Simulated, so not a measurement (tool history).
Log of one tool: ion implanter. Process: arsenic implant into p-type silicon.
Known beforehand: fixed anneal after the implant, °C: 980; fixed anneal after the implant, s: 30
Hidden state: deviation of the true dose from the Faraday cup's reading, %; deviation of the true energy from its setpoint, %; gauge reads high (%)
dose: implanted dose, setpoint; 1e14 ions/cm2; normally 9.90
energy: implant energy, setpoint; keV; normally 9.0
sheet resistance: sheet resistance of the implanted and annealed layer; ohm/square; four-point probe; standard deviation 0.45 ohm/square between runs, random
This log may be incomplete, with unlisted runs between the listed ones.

run	day	dose	energy	wafers since the last listed run	hours since the last dose calibration	hours since the extraction supply was calibrated	hours since the gauge calibration	read-back reference wafer on the same gauge, sheet resistance	sheet resistance
1	0.000	9.90	9.0	0	999.3	3724.8	150.6	173.87	149.67
2	2.262	9.90	9.0	1319	1053.6	3779.1	204.9	174.14	149.65
3	8.912	9.90	6.5	3876	1213.2	3938.7	364.5	174.11	158.17
4	10.342	9.90	9.0	833	1247.5	3973.0	398.8	174.01	149.70
5	11.821	9.90	9.0	862	1283.0	4008.5	434.3	173.88	149.79
6	14.667	9.90	9.0	1659	1351.3	4076.8	502.6	174.05	149.27
7	17.271	8.42	7.5	1518	1413.8	4139.3	565.1	173.73	162.32
# day 19.379: Faraday cup replaced and dose calibrated
8	19.933	8.42	7.5	1357	13.3	4203.2	629.0	173.91	164.74
9	21.971	8.42	7.5	1187	62.2	4252.1	677.9	173.80	166.15
10	24.833	11.14	9.0	1668	130.9	4320.8	746.6	174.01	145.92
11	25.900	11.14	9.0	621	156.5	4346.4	772.2	174.09	146.10
12	27.158	9.90	9.0	733	186.7	4376.6	802.4	173.94	151.11
13	30.133	9.90	9.0	1734	258.1	4448.0	873.8	173.98	151.54
14	31.812	9.90	9.0	978	298.4	4488.3	914.1	174.00	150.37
15	33.488	12.81	7.0	976	338.6	4528.5	954.3	173.95	146.51

The next listed run, before its measurement:
16	34.704	9.90	10.0	709	367.8	4557.7	983.5	?	?

Run 16 came out at read-back reference wafer on the same gauge, sheet resistance 173.75, sheet resistance 148.31 ohm/square.
Were there no unlogged condition in the tool, this run, its random variation unchanged, would have produced sheet resistance 149.74 ohm/square.

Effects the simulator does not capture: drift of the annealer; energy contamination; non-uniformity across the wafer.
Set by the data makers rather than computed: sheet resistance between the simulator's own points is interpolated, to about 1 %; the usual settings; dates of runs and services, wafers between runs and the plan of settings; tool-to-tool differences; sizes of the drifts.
